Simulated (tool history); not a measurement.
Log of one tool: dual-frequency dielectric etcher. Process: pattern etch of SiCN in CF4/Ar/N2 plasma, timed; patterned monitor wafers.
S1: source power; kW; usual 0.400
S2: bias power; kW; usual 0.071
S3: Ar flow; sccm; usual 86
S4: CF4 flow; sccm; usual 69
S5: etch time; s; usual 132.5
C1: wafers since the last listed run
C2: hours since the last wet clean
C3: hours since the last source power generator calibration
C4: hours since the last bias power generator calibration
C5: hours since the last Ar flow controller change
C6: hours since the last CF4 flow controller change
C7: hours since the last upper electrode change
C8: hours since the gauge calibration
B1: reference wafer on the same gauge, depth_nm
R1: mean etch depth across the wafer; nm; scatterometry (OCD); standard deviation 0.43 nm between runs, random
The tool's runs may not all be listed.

run 1 hour=0.0 | S1=0.400 S2=0.064 S3=86 S4=69 S5=132.5 | C1=0 C2=153.8 C3=4083.7 C4=3641.1 C5=4494.0 C6=1051.3 C7=5070.7 C8=880.0 | B1=124.0 | R1=103.5
-- hour=8.4 Ar flow controller replaced
run 2 hour=30.3 | S1=0.400 S2=0.071 S3=86 S4=69 S5=132.5 | C1=207 C2=184.1 C3=4114.0 C4=3671.4 C5=21.9 C6=1081.6 C7=5101.0 C8=910.3 | B1=124.1 | R1=108.1
run 3 hour=88.4 | S1=0.400 S2=0.071 S3=86 S4=69 S5=132.5 | C1=495 C2=242.2 C3=4172.1 C4=3729.5 C5=80.0 C6=1139.7 C7=5159.1 C8=968.4 | B1=123.9 | R1=107.5
-- hour=91.7 gauge calibrated
-- hour=95.3 bias power generator calibrated
run 4 hour=261.7 | S1=0.400 S2=0.071 S3=86 S4=69 S5=132.5 | C1=1443 C2=415.5 C3=4345.4 C4=166.4 C5=253.3 C6=1313.0 C7=5332.4 C8=170.0 | B1=124.0 | R1=106.4
run 5 hour=292.0 | S1=0.400 S2=0.071 S3=86 S4=69 S5=132.5 | C1=258 C2=445.8 C3=4375.7 C4=196.7 C5=283.6 C6=1343.3 C7=5362.7 C8=200.3 | B1=123.9 | R1=106.9
run 6 hour=332.0 | S1=0.400 S2=0.071 S3=86 S4=52 S5=110.0 | C1=341 C2=485.8 C3=4415.7 C4=236.7 C5=323.6 C6=1383.3 C7=5402.7 C8=240.3 | B1=124.3 | R1=86.9
-- hour=361.6 source power generator calibrated
-- hour=362.1 wet clean of the chamber
run 7 hour=383.4 | S1=0.400 S2=0.071 S3=86 S4=69 S5=132.5 | C1=399 C2=21.3 C3=21.8 C4=288.1 C5=375.0 C6=1434.7 C7=5454.1 C8=291.7 | B1=123.9 | R1=109.2
run 8 hour=417.5 | S1=0.450 S2=0.071 S3=86 S4=69 S5=132.5 | C1=290 C2=55.4 C3=55.9 C4=322.2 C5=409.1 C6=1468.8 C7=5488.2 C8=325.8 | B1=124.1 | R1=114.8
run 9 hour=466.5 | S1=0.310 S2=0.071 S3=86 S4=69 S5=132.5 | C1=417 C2=104.4 C3=104.9 C4=371.2 C5=458.1 C6=1517.8 C7=5537.2 C8=374.8 | B1=124.0 | R1=95.6
-- hour=495.0 upper electrode replaced
run 10 hour=513.7 | S1=0.400 S2=0.071 S3=86 S4=52 S5=110.0 | C1=197 C2=151.6 C3=152.1 C4=418.4 C5=505.3 C6=1565.0 C7=18.7 C8=422.0 | B1=124.1 | R1=87.9
run 11 hour=548.5 | S1=0.440 S2=0.071 S3=94 S4=59 S5=132.5 | C1=296 C2=186.4 C3=186.9 C4=453.2 C5=540.1 C6=1599.8 C7=53.5 C8=456.8 | B1=123.9 | R1=109.7
run 12 hour=599.6 | S1=0.400 S2=0.071 S3=86 S4=69 S5=132.5 | C1=435 C2=237.5 C3=238.0 C4=504.3 C5=591.2 C6=1650.9 C7=104.6 C8=507.9 | B1=123.9 | R1=107.2
-- hour=618.3 CF4 flow controller replaced
run 13 hour=647.8 | S1=0.300 S2=0.055 S3=71 S4=69 S5=132.5 | C1=359 C2=285.7 C3=286.2 C4=552.5 C5=639.4 C6=29.5 C7=152.8 C8=556.1 | B1=124.0 | R1=90.5
run 14 hour=719.0 | S1=0.400 S2=0.071 S3=86 S4=69 S5=132.5 | C1=607 C2=356.9 C3=357.4 C4=623.7 C5=710.6 C6=100.7 C7=224.0 C8=627.3 | B1=124.0 | R1=106.9
run 15 hour=778.3 | S1=0.430 S2=0.071 S3=98 S4=80 S5=132.5 | C1=505 C2=416.2 C3=416.7 C4=683.0 C5=769.9 C6=160.0 C7=283.3 C8=686.6 | B1=123.8 | R1=109.3
run 16 hour=811.9 | S1=0.400 S2=0.071 S3=86 S4=80 S5=132.5 | C1=286 C2=449.8 C3=450.3 C4=716.6 C5=803.5 C6=193.6 C7=316.9 C8=720.2 | B1=124.0 | R1=108.9

Run 17 is up next; what results do you expect?
run 17 hour=847.7 | S1=0.400 S2=0.071 S3=86 S4=55 S5=132.5 | C1=305 C2=485.6 C3=486.1 C4=752.4 C5=839.3 C6=229.4 C7=352.7 C8=756.0 | B1=? | R1=?

B1: 123.9
R1: 105.6 nm
Had the tool carried no hidden state, the very same run would have given R1 107.2 nm.

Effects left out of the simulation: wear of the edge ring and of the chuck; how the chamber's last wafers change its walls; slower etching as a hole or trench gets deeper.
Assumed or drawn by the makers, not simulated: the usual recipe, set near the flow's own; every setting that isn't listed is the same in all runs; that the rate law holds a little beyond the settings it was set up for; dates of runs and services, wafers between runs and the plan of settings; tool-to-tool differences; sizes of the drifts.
